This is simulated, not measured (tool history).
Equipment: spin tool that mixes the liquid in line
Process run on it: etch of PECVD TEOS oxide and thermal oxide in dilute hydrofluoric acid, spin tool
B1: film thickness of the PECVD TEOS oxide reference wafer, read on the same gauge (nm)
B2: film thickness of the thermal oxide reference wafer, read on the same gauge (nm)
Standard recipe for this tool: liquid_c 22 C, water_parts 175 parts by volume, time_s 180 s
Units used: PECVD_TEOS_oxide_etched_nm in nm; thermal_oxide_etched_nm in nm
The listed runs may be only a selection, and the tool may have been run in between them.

Run 1, hour 0: usual settings but water_parts 220 parts by volume, time_s 125 s; B1 50.03; B2 130.004. Result: PECVD_TEOS_oxide_etched_nm 11.12 nm, thermal_oxide_etched_nm 2.423 nm.
Run 2, hour 35.1: usual settings but water_parts 220 parts by volume, time_s 125 s; B1 49.99; B2 130.01. Result: PECVD_TEOS_oxide_etched_nm 11.1 nm, thermal_oxide_etched_nm 2.402 nm.
Run 3, hour 82.7: usual settings but water_parts 220 parts by volume, time_s 125 s; B1 49.98; B2 130.001. Result: PECVD_TEOS_oxide_etched_nm 10.99 nm, thermal_oxide_etched_nm 2.399 nm.
Run 4, hour 109.8: usual settings; B1 50; B2 130.004. Result: PECVD_TEOS_oxide_etched_nm 20.6 nm, thermal_oxide_etched_nm 4.569 nm.
Run 5, hour 177.1: usual settings; B1 50.02; B2 130.015. Result: PECVD_TEOS_oxide_etched_nm 20.78 nm, thermal_oxide_etched_nm 4.565 nm.
Run 6, hour 221.9: usual settings; B1 50.02; B2 129.997. Result: PECVD_TEOS_oxide_etched_nm 20.6 nm, thermal_oxide_etched_nm 4.534 nm.
Run 7, hour 255.7: usual settings but time_s 135 s; B1 50; B2 130.012. Result: PECVD_TEOS_oxide_etched_nm 15.63 nm, thermal_oxide_etched_nm 3.399 nm.
Run 8, hour 327.2: usual settings but time_s 135 s; B1 49.98; B2 130.007. Result: PECVD_TEOS_oxide_etched_nm 15.56 nm, thermal_oxide_etched_nm 3.4 nm.
Run 9, hour 384.4: usual settings; B1 50.02; B2 130.012. Result: PECVD_TEOS_oxide_etched_nm 20.82 nm, thermal_oxide_etched_nm 4.544 nm.
Run 10, hour 438.3: usual settings but time_s 240 s; B1 49.97; B2 129.994. Result: PECVD_TEOS_oxide_etched_nm 27.91 nm, thermal_oxide_etched_nm 6.117 nm.
At hour 478.1: thermometer replaced.
Run 11, hour 487: usual settings but time_s 240 s; B1 50; B2 129.975. Result: PECVD_TEOS_oxide_etched_nm 29.55 nm, thermal_oxide_etched_nm 6.516 nm.
At hour 535.8: gauge calibrated.
Run 12, hour 539.7: usual settings; B1 50; B2 130.006. Result: PECVD_TEOS_oxide_etched_nm 22.12 nm, thermal_oxide_etched_nm 4.868 nm.
Run 13, hour 593.7: usual settings but liquid_c 25.5 C, time_s 70 s; B1 50.02; B2 130.008. Result: PECVD_TEOS_oxide_etched_nm 9.9 nm, thermal_oxide_etched_nm 2.163 nm.
Run 14, hour 725.6: usual settings but liquid_c 26 C, time_s 120 s; B1 50.01; B2 130.002. Result: PECVD_TEOS_oxide_etched_nm 17.11 nm, thermal_oxide_etched_nm 3.773 nm.
Run 15, hour 770.9: usual settings but liquid_c 20 C, time_s 110 s; B1 50.01; B2 129.989. Result: PECVD_TEOS_oxide_etched_nm 12.5 nm, thermal_oxide_etched_nm 2.77 nm.
At hour 812.6: hydrofluoric acid flow meter replaced.
Run 16, hour 889.1: usual settings but liquid_c 17.5 C, water_parts 260 parts by volume, time_s 270 s; B1 49.98; B2 130.001. Result: PECVD_TEOS_oxide_etched_nm 14.94 nm, thermal_oxide_etched_nm 3.274 nm.
Run 17, hour 953.1: usual settings but water_parts 100 parts by volume, time_s 280 s; B1 50.03; B2 129.996. Result: PECVD_TEOS_oxide_etched_nm 55.93 nm, thermal_oxide_etched_nm 12.333 nm.
Run 18, hour 1055: usual settings but liquid_c 25.5 C, time_s 70 s; B1 49.98; B2 130.001. Result: PECVD_TEOS_oxide_etched_nm 8.48 nm, thermal_oxide_etched_nm 1.871 nm.
Run 19, hour 1097: usual settings; B1 49.99; B2 130.008. Result: PECVD_TEOS_oxide_etched_nm 18.81 nm, thermal_oxide_etched_nm 4.154 nm.

Forecast run 20:
Run 20, hour 1125.2: usual settings but liquid_c 19.5 C, water_parts 225 parts by volume, time_s 100 s; B1 ?; B2 ?. Result: PECVD_TEOS_oxide_etched_nm ?, thermal_oxide_etched_nm ?.

{"run 20": {"B1": 49.99, "B2": 129.995, "PECVD_TEOS_oxide_etched_nm": 7.12, "thermal_oxide_etched_nm": 1.578}}
With no hidden state in the tool, this same run would have given PECVD_TEOS_oxide_etched_nm 7.33 nm, thermal_oxide_etched_nm 1.626 nm.

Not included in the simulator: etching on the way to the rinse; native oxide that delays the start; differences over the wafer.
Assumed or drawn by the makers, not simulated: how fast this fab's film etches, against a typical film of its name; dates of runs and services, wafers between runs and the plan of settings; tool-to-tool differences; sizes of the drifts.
